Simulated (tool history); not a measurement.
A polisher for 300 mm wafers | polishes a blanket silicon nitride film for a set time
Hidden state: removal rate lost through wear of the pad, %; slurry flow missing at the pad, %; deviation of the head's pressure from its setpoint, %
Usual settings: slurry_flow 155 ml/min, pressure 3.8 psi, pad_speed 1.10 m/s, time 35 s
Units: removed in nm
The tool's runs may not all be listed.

run   hour  slurry_flow  pressure  pad_speed  time  wafers since the last listed run  wafers polished on this pad  hours since the slurry nozzle was cleaned  hours since the head pressure was calibrated  incoming thickness of the incoming film, nm  removed
  1    0.0          155       3.8       1.10    35                                 0                          341                                      214.6                                         895.3                                        897.4     54.8
  2    9.5          155       3.8       1.10    35                                88                          429                                      224.1                                         904.8                                        905.8     55.3
  3   25.7          155       3.1       1.30    35                               151                          581                                      240.3                                         921.0                                        896.0     53.0
  4   34.8          155       3.1       1.30    35                                85                          666                                      249.4                                         930.1                                        883.4     53.1
      40.5  -- slurry nozzle cleaned
  5   44.2          155       3.8       1.18    35                                78                          744                                        3.7                                         939.5                                        895.1     62.1
  6   54.0          155       3.8       1.10    35                                91                          836                                       13.5                                         949.3                                        899.7     58.7
  7   67.8          155       3.8       1.10    35                               128                          965                                       27.3                                         963.1                                        914.5     56.8
  8   85.3          155       3.8       1.10    35                               163                         1128                                       44.8                                         980.6                                        902.4     55.9
  9  120.7          155       3.8       1.10    35                               330                         1459                                       80.2                                        1016.0                                        902.1     52.6
     125.0  -- worn pad replaced by a new one
 10  133.7          110       3.8       0.80    35                                84                           81                                       93.2                                        1029.0                                        899.8     41.4
 11  148.0          110       3.8       0.80    35                               133                          214                                      107.5                                        1043.3                                        908.4     41.0
 12  159.0          130       4.3       1.10    35                               102                          317                                      118.5                                        1054.3                                        897.5     60.6
 13  170.8          155       3.8       1.10    35                               110                          427                                      130.3                                        1066.1                                        897.2     56.4
 14  177.4          155       3.8       1.10    35                                61                          489                                      136.9                                        1072.7                                        917.6     56.9
 15  188.2          155       3.8       1.10    35                               100                          590                                      147.7                                        1083.5                                        910.4     55.6
 16  221.5          155       3.8       1.10    35                               311                          901                                      181.0                                        1116.8                                        900.7     54.1
 17  230.7          155       3.8       1.10    35                                85                          987                                      190.2                                        1126.0                                        894.9     53.3
     236.1  -- head pressure recalibrated
 18  248.0          155       4.4       1.24    28                               142                         1130                                      207.5                                          11.9                                        915.7     52.9
 19  258.7          180       3.8       1.10    32                                99                         1230                                      218.2                                          22.6                                        887.9     49.6
     271.1  -- worn pad replaced by a new one
 20  276.7          195       4.3       1.10    35                               130                           52                                      236.2                                          40.6                                        902.6     66.5
 21  291.2          130       3.8       1.38    35                               135                          187                                      250.7                                          55.1                                        911.0     63.8

Run 22 comes next. What will it give?
 22  299.2          155       3.8       1.10    35                                74                          262                                      258.7                                          63.1                                        906.2        ?

Run 22 gave removed 55.6 nm.
Without the tool's hidden state the same run would have given removed 63.0 nm.

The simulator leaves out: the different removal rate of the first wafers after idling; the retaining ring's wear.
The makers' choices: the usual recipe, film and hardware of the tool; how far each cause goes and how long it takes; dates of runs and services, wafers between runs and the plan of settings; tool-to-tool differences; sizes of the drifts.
